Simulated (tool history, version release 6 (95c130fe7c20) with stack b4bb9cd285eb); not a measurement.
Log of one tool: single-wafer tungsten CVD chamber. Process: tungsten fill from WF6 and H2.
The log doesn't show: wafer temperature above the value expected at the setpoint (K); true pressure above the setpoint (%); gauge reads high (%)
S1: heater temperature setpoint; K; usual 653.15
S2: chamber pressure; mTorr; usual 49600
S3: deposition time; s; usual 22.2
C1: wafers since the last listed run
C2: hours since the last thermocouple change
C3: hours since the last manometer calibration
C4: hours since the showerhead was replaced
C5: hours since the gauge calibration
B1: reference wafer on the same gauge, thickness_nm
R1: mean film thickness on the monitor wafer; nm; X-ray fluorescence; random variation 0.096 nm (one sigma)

run,hour,S1,S2,S3,C1,C2,C3,C4,C5,B1,R1
1,0,653.15,49600,19.1,0,799.6,2875.9,3029,269.3,53.867,51.259
2,7.1,653.15,49600,19.1,214,806.7,2883,3036.1,276.4,53.897,51.495
3,21.6,653.15,49600,19.1,438,821.2,2897.5,3050.6,290.9,53.884,51.242
4,38.2,653.15,49600,22.2,502,837.8,2914.1,3067.2,307.5,53.883,59.488
5,55.1,653.15,49600,22.2,511,854.7,2931,3084.1,324.4,53.878,59.758
6,63.9,653.15,49600,22.2,266,863.5,2939.8,3092.9,333.2,53.896,59.605
7,71.2,653.15,49600,22.2,221,870.8,2947.1,3100.2,340.5,53.888,59.629
8,79.4,653.15,49600,22.2,248,879,2955.3,3108.4,348.7,53.904,59.533
9,93.1,653.15,49600,22.2,414,892.7,2969,3122.1,362.4,53.924,59.774
10,105.8,653.15,49600,22.2,384,905.4,2981.7,3134.8,375.1,53.898,59.872
11,117.7,653.15,49600,22.2,360,917.3,2993.6,3146.7,387,53.909,59.726
12,123.8,653.15,49600,22.2,184,923.4,2999.7,3152.8,393.1,53.901,59.62
13,131.6,653.15,46600,22.2,236,931.2,3007.5,3160.6,400.9,53.899,57.201
14,138.8,653.15,46600,22.2,217,938.4,3014.7,3167.8,408.1,53.903,57.513
# hour 148.9: thermocouple changed; heater temperature recalibrated
15,155.4,653.15,46600,22.2,260,6.5,3031.3,3184.4,424.7,53.888,56.236
# hour 158.4: gauge calibrated
16,200.3,658.15,49600,24.8,1359,51.4,3076.2,3229.3,41.9,53.921,73.28
17,210,658.15,49600,24.8,293,61.1,3085.9,3239,51.6,53.9,73.381
18,221.3,653.15,49600,22.2,342,72.4,3097.2,3250.3,62.9,53.917,58.696
19,227.3,653.15,38300,25.9,181,78.4,3103.2,3256.3,68.9,53.895,58.156
# hour 257.8: showerhead replaced
# hour 265.1: capacitance manometer re-zeroed and calibrated
20,265.6,641.15,49600,22.2,699,116.7,0.5,7.8,107.2,53.901,46.294
21,274.5,664.15,56200,20.5,269,125.6,9.4,16.7,116.1,53.891,78.21
22,283.1,647.15,38700,23.9,260,134.2,18,25.3,124.7,53.888,49.504
23,290.8,658.15,39400,24.2,233,141.9,25.7,33,132.4,53.909,65.452
24,312.6,647.15,38700,23.9,660,163.7,47.5,54.8,154.2,53.898,49.529
25,323,642.15,49600,23.6,314,174.1,57.9,65.2,164.6,53.902,50.567
26,332.5,653.15,49600,22.2,287,183.6,67.4,74.7,174.1,53.878,61.836
27,345.5,653.15,49600,18.8,393,196.6,80.4,87.7,187.1,53.929,52.374
28,364.8,665.15,45800,20.4,584,215.9,99.7,107,206.4,53.903,70.808
29,377.1,666.15,56200,18.2,372,228.2,112,119.3,218.7,53.912,72.738
30,393.6,659.15,49600,25.1,499,244.7,128.5,135.8,235.2,53.896,80.043
31,408.6,663.15,61300,17.8,454,259.7,143.5,150.8,250.2,53.902,69.748
32,423,642.15,49600,23.6,435,274.1,157.9,165.2,264.6,53.894,50.605
33,438.7,643.15,49600,19.8,475,289.8,173.6,180.9,280.3,53.909,43.545
34,449.5,657.15,49600,20,326,300.6,184.4,191.7,291.1,53.904,61.06
35,458.6,653.15,53400,22.2,275,309.7,193.5,200.8,300.2,53.903,64.617

The same runs without the tool's hidden state, with the same run-to-run variation:
run,R1
1,52.859
2,53.107
3,52.857
4,61.377
5,61.669
6,61.519
7,61.55
8,61.458
9,61.719
10,61.831
11,61.691
12,61.587
13,59.117
14,59.445
15,59.214
16,77.02
17,77.105
18,61.653
19,61.185
20,46.136
21,77.972
22,49.326
23,65.223
24,49.323
25,50.333
26,61.567
27,52.136
28,70.502
29,72.411
30,79.647
31,69.401
32,50.302
33,43.28
34,60.729
35,64.247
